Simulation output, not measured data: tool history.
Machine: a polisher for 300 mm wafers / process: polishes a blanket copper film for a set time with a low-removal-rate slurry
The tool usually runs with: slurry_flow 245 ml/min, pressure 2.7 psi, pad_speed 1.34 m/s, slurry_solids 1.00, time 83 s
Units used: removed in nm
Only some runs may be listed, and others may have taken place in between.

run,hour,slurry_flow,pressure,pad_speed,slurry_solids,time,"incoming thickness of the incoming film, nm",removed
1,0.0,245,3.4,1.34,1.00,83,1606.7,330.3
2,53.1,245,2.7,1.34,1.00,83,1592.3,258.7
# hour 70.6: slurry blender recalibrated
# hour 94.3: slurry nozzle cleaned
# hour 123.5: worn pad replaced by a new one
3,145.9,245,2.7,1.34,1.00,83,1597.5,262.9
4,234.8,245,2.7,1.34,1.00,83,1607.5,264.9
# hour 270.3: slurry blender recalibrated
5,313.0,245,2.7,1.34,1.00,83,1606.5,259.2
# hour 344.2: worn pad replaced by a new one
6,395.8,245,2.7,1.34,1.00,83,1580.4,260.3
7,480.4,245,2.7,1.34,1.00,83,1613.8,258.2
# hour 490.4: slurry blender recalibrated
# hour 535.0: head pressure recalibrated
# hour 542.4: slurry nozzle cleaned
# hour 550.1: worn pad replaced by a new one
8,569.3,245,2.7,1.34,1.00,83,1600.7,248.2
9,642.3,205,2.7,1.34,1.00,83,1615.3,242.4
10,688.4,245,3.1,0.90,0.75,83,1625.5,187.8
# hour 695.2: slurry blender recalibrated
# hour 715.5: slurry nozzle cleaned, repeated, since the last time left the tool worse
11,725.6,245,2.7,1.34,1.00,83,1579.4,262.6
# hour 789.0: worn pad replaced by a new one
12,823.2,245,3.2,1.76,0.75,72,1597.0,333.9
13,864.5,245,2.7,1.34,1.00,103,1595.6,325.9
# hour 890.6: slurry blender recalibrated
14,936.8,190,2.7,1.34,1.15,96,1624.6,303.9
# hour 1001.9: worn pad replaced by a new one
15,1040.2,245,2.7,1.66,1.00,83,1583.5,319.4

Some steps in removed, run to run, broken into two amounts with sign: the step expected even without the hidden condition (settings, incoming material, random variation), and the rest, left for the hidden condition together with whatever gauge scatter is not in both the measured and the hidden-condition-free result:
Hidden conditions of the tool in this case: removal rate lost through wear of the pad, %; slurry flow missing at the pad, %; deviation of the head's pressure from its setpoint, %; abrasive missing from the slurry, %.
Run 10 -> 11: pressure 3.1 -> 2.7, pad_speed 0.90 -> 1.34, slurry_solids 0.75 -> 1.00, slurry blender recalibrated, slurry nozzle cleaned, repeated, since the last time left the tool worse. removed +74.8 nm: hidden state +12.6, all else +62.2.
